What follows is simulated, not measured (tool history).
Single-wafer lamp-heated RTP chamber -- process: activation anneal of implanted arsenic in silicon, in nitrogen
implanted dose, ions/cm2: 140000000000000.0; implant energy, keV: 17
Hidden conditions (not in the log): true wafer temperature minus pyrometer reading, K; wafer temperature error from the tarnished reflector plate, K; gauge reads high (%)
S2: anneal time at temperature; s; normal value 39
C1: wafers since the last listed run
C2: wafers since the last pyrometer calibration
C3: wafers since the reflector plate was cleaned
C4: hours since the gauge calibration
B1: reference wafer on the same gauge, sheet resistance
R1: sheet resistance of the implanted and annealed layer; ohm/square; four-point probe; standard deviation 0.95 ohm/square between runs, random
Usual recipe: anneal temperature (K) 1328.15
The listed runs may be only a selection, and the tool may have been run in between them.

run 1 day=0.000 | anneal_temperature_(K)=1328.15 S2=39 | C1=0 C2=3421 C3=3653 C4=389.4 | B1=419.04 | R1=504.35
-- day=0.154 reflector plate cleaned
run 2 day=2.462 | anneal_temperature_(K)=1328.15 S2=39 | C1=659 C2=4080 C3=659 C4=448.5 | B1=419.13 | R1=504.68
run 3 day=5.346 | anneal_temperature_(K)=1328.15 S2=39 | C1=822 C2=4903 C3=1482 C4=517.7 | B1=419.09 | R1=502.85
-- day=7.346 pyrometer window cleaned and pyrometer calibrated
run 4 day=7.379 | anneal_temperature_(K)=1348.15 S2=39 | C1=485 C2=9 C3=1967 C4=566.5 | B1=419.05 | R1=499.82
run 5 day=9.692 | anneal_temperature_(K)=1348.15 S2=39 | C1=660 C2=669 C3=2627 C4=622.0 | B1=418.96 | R1=497.96
-- day=12.571 reflector plate cleaned
run 6 day=12.592 | anneal_temperature_(K)=1328.15 S2=39 | C1=732 C2=1401 C3=5 C4=691.6 | B1=419.12 | R1=504.91
run 7 day=14.183 | anneal_temperature_(K)=1328.15 S2=39 | C1=454 C2=1856 C3=459 C4=729.8 | B1=418.85 | R1=505.16
run 8 day=17.075 | anneal_temperature_(K)=1328.15 S2=39 | C1=825 C2=2681 C3=1285 C4=799.2 | B1=419.08 | R1=503.50
run 9 day=21.404 | anneal_temperature_(K)=1328.15 S2=39 | C1=1235 C2=3917 C3=2520 C4=903.1 | B1=419.31 | R1=501.98
-- day=22.767 pyrometer window cleaned and pyrometer calibrated
run 10 day=23.358 | anneal_temperature_(K)=1328.15 S2=39 | C1=462 C2=168 C3=2983 C4=950.0 | B1=418.70 | R1=507.60
-- day=25.138 gauge calibrated
run 11 day=25.908 | anneal_temperature_(K)=1328.15 S2=39 | C1=727 C2=896 C3=3711 C4=18.5 | B1=418.92 | R1=506.01
-- day=27.100 reflector plate cleaned
run 12 day=32.133 | anneal_temperature_(K)=1309.15 S2=30 | C1=1681 C2=2577 C3=1436 C4=167.9 | B1=419.03 | R1=515.03
run 13 day=34.888 | anneal_temperature_(K)=1349.15 S2=18 | C1=786 C2=3364 C3=2222 C4=234.0 | B1=418.81 | R1=510.38
run 14 day=36.917 | anneal_temperature_(K)=1308.15 S2=53 | C1=579 C2=3943 C3=2801 C4=282.7 | B1=418.56 | R1=507.19
run 15 day=39.500 | anneal_temperature_(K)=1302.15 S2=32 | C1=737 C2=4680 C3=3539 C4=344.7 | B1=419.17 | R1=515.83
run 16 day=41.029 | anneal_temperature_(K)=1338.15 S2=20 | C1=436 C2=5117 C3=3975 C4=381.4 | B1=419.10 | R1=508.16
-- day=42.238 reflector plate cleaned
-- day=42.429 pyrometer window cleaned and pyrometer calibrated
run 17 day=43.862 | anneal_temperature_(K)=1348.15 S2=58 | C1=659 C2=409 C3=409 C4=449.4 | B1=419.16 | R1=487.90
run 18 day=49.912 | anneal_temperature_(K)=1301.15 S2=18 | C1=1726 C2=2136 C3=2136 C4=594.6 | B1=418.79 | R1=521.63
run 19 day=51.379 | anneal_temperature_(K)=1313.15 S2=57 | C1=418 C2=2554 C3=2554 C4=629.8 | B1=419.08 | R1=502.60
run 20 day=54.362 | anneal_temperature_(K)=1328.15 S2=39 | C1=851 C2=3406 C3=3406 C4=701.4 | B1=419.06 | R1=503.43
-- day=55.867 reflector plate cleaned
run 21 day=56.075 | anneal_temperature_(K)=1309.15 S2=30 | C1=393 C2=3799 C3=59 C4=742.5 | B1=418.93 | R1=515.44

Below are 4 alternative next runs, each starting from the tool's condition after run 21. Predict each:
run A day=56.092 | anneal_temperature_(K)=1328.15 S2=39 | C1=4 C2=3804 C3=64 C4=742.9 | B1=? | R1=?
run B day=56.092 | anneal_temperature_(K)=1328.15 S2=30 | C1=4 C2=3804 C3=64 C4=742.9 | B1=? | R1=?
run C day=56.092 | anneal_temperature_(K)=1314.15 S2=22 | C1=4 C2=3804 C3=64 C4=742.9 | B1=? | R1=?
run D day=56.092 | anneal_temperature_(K)=1349.15 S2=46 | C1=4 C2=3804 C3=64 C4=742.9 | B1=? | R1=?

run=A B1=419.00 R1=505.56
run=B B1=419.00 R1=510.13
run=C B1=419.00 R1=518.60
run=D B1=419.00 R1=491.31
Without the tool's hidden state the same runs would have given:
run=A R1=510.66
run=B R1=514.49
run=C R1=521.52
run=D R1=498.36
